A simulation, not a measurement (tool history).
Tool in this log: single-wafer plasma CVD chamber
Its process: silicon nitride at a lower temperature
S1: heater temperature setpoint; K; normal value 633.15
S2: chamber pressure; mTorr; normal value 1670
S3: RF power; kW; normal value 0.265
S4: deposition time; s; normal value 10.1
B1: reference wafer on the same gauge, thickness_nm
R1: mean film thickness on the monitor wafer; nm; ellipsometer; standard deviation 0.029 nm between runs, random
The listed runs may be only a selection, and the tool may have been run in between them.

{"run": 1, "hour": 0.0, "S1": 633.15, "S2": 1670, "S3": 0.265, "S4": 10.1, "B1": 12.7, "R1": 11.995}
{"run": 2, "hour": 34.6, "S1": 633.15, "S2": 1670, "S3": 0.265, "S4": 10.1, "B1": 12.697, "R1": 12.023}
{"run": 3, "hour": 52.6, "S1": 633.15, "S2": 1670, "S3": 0.265, "S4": 10.1, "B1": 12.69, "R1": 11.956}
{"run": 4, "hour": 77.1, "S1": 633.15, "S2": 1670, "S3": 0.265, "S4": 10.1, "B1": 12.695, "R1": 12}
{"run": 5, "hour": 107.9, "S1": 633.15, "S2": 1670, "S3": 0.265, "S4": 10.1, "B1": 12.705, "R1": 11.994}
{"run": 6, "hour": 122.8, "S1": 633.15, "S2": 1670, "S3": 0.265, "S4": 10.1, "B1": 12.692, "R1": 12.035}
{"run": 7, "hour": 135.1, "S1": 633.15, "S2": 1670, "S3": 0.265, "S4": 10.1, "B1": 12.709, "R1": 11.997}
{"hour": 164.5, "done": "capacitance manometer re-zeroed and calibrated"}
{"run": 8, "hour": 165.0, "S1": 633.15, "S2": 1670, "S3": 0.265, "S4": 10.1, "B1": 12.704, "R1": 11.806}
{"hour": 184.6, "done": "gauge calibrated"}
{"run": 9, "hour": 193.1, "S1": 633.15, "S2": 1670, "S3": 0.265, "S4": 10.1, "B1": 12.702, "R1": 11.868}
{"hour": 205.3, "done": "RF generator calibrated"}
{"run": 10, "hour": 206.3, "S1": 638.15, "S2": 1670, "S3": 0.24, "S4": 10.1, "B1": 12.702, "R1": 11.507}
{"run": 11, "hour": 220.0, "S1": 638.15, "S2": 1670, "S3": 0.24, "S4": 10.1, "B1": 12.699, "R1": 11.459}
{"run": 12, "hour": 252.4, "S1": 638.15, "S2": 1670, "S3": 0.24, "S4": 10.1, "B1": 12.708, "R1": 11.48}
{"run": 13, "hour": 272.7, "S1": 633.15, "S2": 1920, "S3": 0.225, "S4": 10.1, "B1": 12.703, "R1": 11.538}
{"run": 14, "hour": 310.5, "S1": 638.15, "S2": 1670, "S3": 0.24, "S4": 10.1, "B1": 12.697, "R1": 11.458}
{"hour": 327.1, "done": "showerhead replaced"}
{"run": 15, "hour": 332.4, "S1": 633.15, "S2": 2080, "S3": 0.3, "S4": 10.1, "B1": 12.711, "R1": 13.633}
{"run": 16, "hour": 348.7, "S1": 633.15, "S2": 2070, "S3": 0.295, "S4": 10.1, "B1": 12.706, "R1": 13.459}
{"run": 17, "hour": 375.1, "S1": 624.15, "S2": 1670, "S3": 0.315, "S4": 10.1, "B1": 12.691, "R1": 13.171}
{"hour": 389.9, "done": "thermocouple changed; heater temperature recalibrated"}
{"run": 18, "hour": 405.0, "S1": 633.15, "S2": 1670, "S3": 0.31, "S4": 8.4, "B1": 12.705, "R1": 10.887}
{"run": 19, "hour": 428.8, "S1": 633.15, "S2": 1670, "S3": 0.245, "S4": 9.5, "B1": 12.694, "R1": 10.805}
{"run": 20, "hour": 462.0, "S1": 633.15, "S2": 1670, "S3": 0.245, "S4": 9.5, "B1": 12.703, "R1": 10.817}
{"run": 21, "hour": 480.9, "S1": 638.15, "S2": 1670, "S3": 0.24, "S4": 10.1, "B1": 12.697, "R1": 11.385}
{"run": 22, "hour": 512.3, "S1": 633.15, "S2": 1330, "S3": 0.265, "S4": 11.6, "B1": 12.702, "R1": 12.86}
{"run": 23, "hour": 528.9, "S1": 619.15, "S2": 1970, "S3": 0.215, "S4": 9.3, "B1": 12.697, "R1": 10.368}
{"run": 24, "hour": 550.0, "S1": 633.15, "S2": 1670, "S3": 0.265, "S4": 10.1, "B1": 12.695, "R1": 11.972}
{"run": 25, "hour": 566.1, "S1": 633.15, "S2": 1670, "S3": 0.245, "S4": 8.7, "B1": 12.696, "R1": 9.908}
{"run": 26, "hour": 590.0, "S1": 633.15, "S2": 1670, "S3": 0.265, "S4": 10.1, "B1": 12.708, "R1": 12.012}
{"run": 27, "hour": 623.7, "S1": 633.15, "S2": 1820, "S3": 0.265, "S4": 10.1, "B1": 12.693, "R1": 12.236}
{"run": 28, "hour": 655.9, "S1": 642.15, "S2": 1530, "S3": 0.22, "S4": 10.7, "B1": 12.697, "R1": 11.166}
{"run": 29, "hour": 678.4, "S1": 633.15, "S2": 1670, "S3": 0.265, "S4": 10.1, "B1": 12.712, "R1": 11.975}

Run-by-run hidden state of the tool:
wafer temperature above the value expected at the setpoint (K): 0 on each run
gauge reads high (%): 0 on each run
H1: delivered RF power above the setpoint (%)
H2: true pressure above the setpoint (%)
run=1 H1=-5.93 H2=6.8
run=2 H1=-5.94 H2=7.21
run=3 H1=-5.95 H2=7.43
run=4 H1=-5.96 H2=7.73
run=5 H1=-5.97 H2=8.12
run=6 H1=-5.98 H2=8.31
run=7 H1=-5.98 H2=8.46
run=8 H1=-5.99 H2=1.21
run=9 H1=-6 H2=1.21
run=10 H1=-0.945 H2=1.21
run=11 H1=-1.07 H2=1.22
run=12 H1=-1.36 H2=1.24
run=13 H1=-1.53 H2=1.26
run=14 H1=-1.84 H2=1.31
run=15 H1=-2.01 H2=1.34
run=16 H1=-2.14 H2=1.37
run=17 H1=-2.33 H2=1.41
run=18 H1=-2.54 H2=1.48
run=19 H1=-2.7 H2=1.53
run=20 H1=-2.91 H2=1.62
run=21 H1=-3.03 H2=1.67
run=22 H1=-3.21 H2=1.77
run=23 H1=-3.31 H2=1.83
run=24 H1=-3.42 H2=1.9
run=25 H1=-3.51 H2=1.96
run=26 H1=-3.63 H2=2.05
run=27 H1=-3.8 H2=2.19
run=28 H1=-3.95 H2=2.33
run=29 H1=-4.05 H2=2.44
